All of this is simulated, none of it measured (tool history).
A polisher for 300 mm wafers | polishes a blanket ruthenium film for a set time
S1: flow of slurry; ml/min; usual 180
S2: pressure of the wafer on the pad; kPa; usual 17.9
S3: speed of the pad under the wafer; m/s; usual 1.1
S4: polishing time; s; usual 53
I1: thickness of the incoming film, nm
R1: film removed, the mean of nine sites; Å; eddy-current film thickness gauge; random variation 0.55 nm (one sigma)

Run 1, hour 0: usual settings but S3 0.96 m/s; I1 293.5. Result: R1 622 Å.
Run 2, hour 36.9: usual settings but S3 0.96 m/s; I1 292.5. Result: R1 673 Å.
Run 3, hour 99.2: usual settings but S3 0.96 m/s; I1 284.7. Result: R1 658 Å.
Run 4, hour 125.6: usual settings but S3 1.22 m/s; I1 287. Result: R1 820 Å.
Run 5, hour 156.7: usual settings but S3 1.22 m/s; I1 286.9. Result: R1 812 Å.
Run 6, hour 186.8: usual settings but S3 1.22 m/s; I1 294.8. Result: R1 806 Å.
Run 7, hour 247.6: usual settings but S2 20 kPa; I1 287.3. Result: R1 752 Å.
Run 8, hour 317.9: usual settings but S2 20 kPa; I1 286.3. Result: R1 798 Å.
Run 9, hour 364.8: usual settings; I1 293.7. Result: R1 723 Å.
Run 10, hour 391.8: usual settings; I1 287.9. Result: R1 719 Å.
Run 11, hour 419.3: usual settings; I1 289.7. Result: R1 712 Å.
Run 12, hour 454.1: usual settings; I1 293.1. Result: R1 750 Å.
Run 13, hour 495.3: usual settings; I1 292.4. Result: R1 742 Å.
Run 14, hour 550.8: usual settings; I1 287.2. Result: R1 732 Å.
Run 15, hour 582.9: usual settings but S2 15.9 kPa, S3 0.84 m/s, S4 71 s; I1 289.1. Result: R1 752 Å.
Run 16, hour 644.6: usual settings but S1 200 ml/min, S3 1.22 m/s; I1 294.3. Result: R1 869 Å.
Run 17, hour 715.6: usual settings but S1 230 ml/min, S4 48 s; I1 287.4. Result: R1 695 Å.
Run 18, hour 743.3: usual settings but S1 125 ml/min, S2 12.4 kPa, S3 1.42 m/s; I1 289. Result: R1 743 Å.
Run 19, hour 782.1: usual settings but S1 235 ml/min, S2 24.1 kPa, S3 1.42 m/s; I1 291.7. Result: R1 1155 Å.
Run 20, hour 819.1: usual settings; I1 289.3. Result: R1 707 Å.
Run 21, hour 852.5: usual settings but S3 0.78 m/s; I1 288.7. Result: R1 537 Å.
Run 22, hour 878.9: usual settings; I1 292.6. Result: R1 754 Å.
Run 23, hour 939.1: usual settings but S1 235 ml/min, S2 24.1 kPa, S3 1.42 m/s; I1 290.1. Result: R1 1161 Å.
Run 24, hour 996.4: usual settings but S2 13.8 kPa; I1 283.4. Result: R1 606 Å.
Run 25, hour 1025.2: usual settings but S3 1.3 m/s; I1 287.8. Result: R1 821 Å.
Run 26, hour 1076.7: usual settings but S1 120 ml/min, S2 13.1 kPa, S3 1.4 m/s; I1 289. Result: R1 771 Å.
Run 27, hour 1111.7: usual settings but S2 23.4 kPa, S4 61 s; I1 292.3. Result: R1 1008 Å.
Run 28, hour 1165.8: usual settings; I1 283.8. Result: R1 722 Å.
Run 29, hour 1230.2: usual settings but S1 125 ml/min, S2 12.4 kPa, S3 1.42 m/s; I1 286.6. Result: R1 771 Å.

Taken out of this log: 10 entries between the listed runs. Where each belongs, and how the hidden state differs across it:
Between runs 1 and 2: worn pad replaced by a new one (hour 29.6)
  removal rate lost through wear of the pad, %: 8.61 -> 0.734; deviation of the head's pressure from its setpoint, %: -4.6 -> -5.24
  measured less the result without the state, R1: -78 -> -27 Å
Between runs 7 and 8: worn pad replaced by a new one (hour 288.2)
  removal rate lost through wear of the pad, %: 7.32 -> 1.56; deviation of the head's pressure from its setpoint, %: -8.87 -> -10.1
  measured less the result without the state, R1: -105 -> -65 Å
Between runs 8 and 9: slurry nozzle cleaned (hour 338.2)
  removal rate lost through wear of the pad, %: 1.56 -> 3.03; deviation of the head's pressure from its setpoint, %: -10.1 -> -10.9
  measured less the result without the state, R1: -65 -> -75 Å
Between runs 11 and 12: head pressure recalibrated (hour 447.9)
  removal rate lost through wear of the pad, %: 4.73 -> 5.82; deviation of the head's pressure from its setpoint, %: -11.8 -> 2.05
  measured less the result without the state, R1: -92 -> -37 Å
Between runs 14 and 15: worn pad replaced by a new one (hour 559.4)
  removal rate lost through wear of the pad, %: 8.84 -> 1.26; deviation of the head's pressure from its setpoint, %: 0.385 -> -0.169
  measured less the result without the state, R1: -69 -> -10 Å
Between runs 17 and 18: slurry nozzle cleaned (hour 741.5)
  removal rate lost through wear of the pad, %: 5.4 -> 6.27; deviation of the head's pressure from its setpoint, %: -2.46 -> -2.93
  measured less the result without the state, R1: -51 -> -64 Å
Between runs 20 and 21: worn pad replaced by a new one (hour 831.5)
  removal rate lost through wear of the pad, %: 8.64 -> 3.01; deviation of the head's pressure from its setpoint, %: -4.24 -> -4.82
  measured less the result without the state, R1: -87 -> -33 Å
Between runs 25 and 26: worn pad replaced by a new one (hour 1046.6)
  removal rate lost through wear of the pad, %: 8.41 -> 1.08; deviation of the head's pressure from its setpoint, %: -7.8 -> -8.68
  measured less the result without the state, R1: -120 -> -51 Å
Between runs 28 and 29: head pressure recalibrated (hour 1171.5); slurry nozzle cleaned (hour 1175.8)
  removal rate lost through wear of the pad, %: 3.87 -> 5.88; deviation of the head's pressure from its setpoint, %: -10.2 -> -2.17
  measured less the result without the state, R1: -78 -> -59 Å
